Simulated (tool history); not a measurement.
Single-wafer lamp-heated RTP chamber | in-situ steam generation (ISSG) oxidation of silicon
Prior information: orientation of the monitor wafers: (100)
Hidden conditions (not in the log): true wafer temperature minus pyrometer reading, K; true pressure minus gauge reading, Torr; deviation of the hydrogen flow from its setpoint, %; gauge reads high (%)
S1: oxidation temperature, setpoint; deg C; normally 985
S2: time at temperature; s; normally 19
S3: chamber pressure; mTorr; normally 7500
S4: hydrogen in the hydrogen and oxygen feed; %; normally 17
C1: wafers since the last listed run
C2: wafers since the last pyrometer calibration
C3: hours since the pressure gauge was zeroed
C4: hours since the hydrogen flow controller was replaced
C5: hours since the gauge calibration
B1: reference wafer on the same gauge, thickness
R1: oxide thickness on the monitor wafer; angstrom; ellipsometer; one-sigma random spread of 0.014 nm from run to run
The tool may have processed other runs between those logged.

run     day    S1  S2    S3  S4   C1    C2      C3      C4      C5     B1     R1
  1       0   985  24  7500  17    0  7600  2463.3  2925.5  1030.8  4.955  48.31
      0.712  -- gauge calibrated
  2     2.2   985  24  7500  17  261  7861  2516.1  2978.3    35.7   4.95  48.35
  3   4.358   985  24  7500  17  256  8118  2567.9  3030.1    87.5  4.946  48.41
  4   5.729   985  19  7500  17  163  8281  2600.8    3063   120.4  4.958  43.56
  5   7.538   985  19  7500  17  215  8496  2644.2  3106.4   163.8  4.951  43.69
      8.742  -- pressure gauge zeroed
  6   8.917   985  19  7500  17  124  8620     4.2  3139.5   196.9   4.95  43.85
      9.575  -- pyrometer window cleaned and pyrometer calibrated
  7  11.483   985  19  8600  17  265   227    65.8  3201.1   258.5  4.949  42.62
  8  13.571   985  19  7500  17  248   475   115.9  3251.2   308.6   4.96  42.56
  9  14.571  1002  14  6900  26  118   594   139.9  3275.2   332.6  4.947  44.07
 10  16.104   979  19  8900  17  182   776   176.7    3312   369.4  4.953  41.61
 11  17.512   985  19  7500  17  167   944   210.5  3345.8   403.2   4.95  42.45
 12  18.896   971  19  6900  11  164  1108   243.7    3379   436.4  4.953  36.31
 13    21.8   985  19  7500  17  345  1454   313.4  3448.7   506.1  4.951  42.76
 14  23.029   985  17  8700  17  146  1600   342.9  3478.2   535.6  4.951  40.34
 15  25.921   979  19  7500  17  343  1944   412.3  3547.6     605   4.95  41.79
 16    28.8   985  22  7900  17  342  2286   481.4  3616.7   674.1  4.956   45.5
 17  30.804   968  19  8800  13  238  2525   529.5  3664.8   722.2  4.949  37.92
 18  32.204   985  19  7500  17  166  2691   563.1  3698.4   755.8  4.952  42.64
 19  34.862   985  19  8900  11  316  3007   626.9  3762.2   819.6   4.95  38.78
     35.754  -- hydrogen flow controller replaced
 20  36.758   985  19  7500  17  185  3193   672.4    24.1   865.1  4.956  42.54
 21  39.017   985  19  7500  17  268  3462   726.6    78.3   919.3  4.951  42.57
 22  41.196   985  19  7500  17  259  3721   778.9   130.6   971.6  4.952  42.77
 23  43.267   985  19  8500  11  246  3967   828.6   180.3  1021.3  4.957  38.98
 24  45.938   985  17  8700  17  317  4285   892.7   244.4  1085.4  4.957  40.83
      48.25  -- gauge calibrated
 25  48.446   994  22  7500  17  298  4583   952.9   304.6     4.7  4.956   47.5
 26  49.542   985  19  6900  11  130  4714   979.2   330.9      31  4.952  38.54
 27  50.667   985  22  7500  11  133  4847  1006.2   357.9      58  4.955  41.84
 28    52.5   985  19  7500  17  218  5065  1050.2   401.9     102   4.95  42.53
 29  55.179   985  19  7500  21  318  5384  1114.5   466.2   166.3  4.945  44.94
 30  57.679  1005  19  7500  17  297  5681  1174.5   526.2   226.3  4.944  46.39
 31  59.908   985  19  7500  17  265  5947    1228   579.7   279.8  4.945  42.99
 32  61.612   985  19  7500  17  202  6149  1268.9   620.6   320.7   4.95  43.16

3 ways to go on from here, each from the tool as it stands after run 32. What would each give?
  A  61.633  985  19  7500  17   2  6152  1269.4  621.1  321.2   ?   ?
  B  61.633  977  19  7500  11   2  6152  1269.4  621.1  321.2   ?   ?
  C  61.633  969  19  6900  13   2  6152  1269.4  621.1  321.2   ?   ?

run     B1     R1
  A  4.949  43.13
  B  4.949  38.08
  C  4.949  38.16
Without the tool's unlogged condition, the same runs would have read:
run     R1
  A  42.61
  B  37.64
  C  37.74
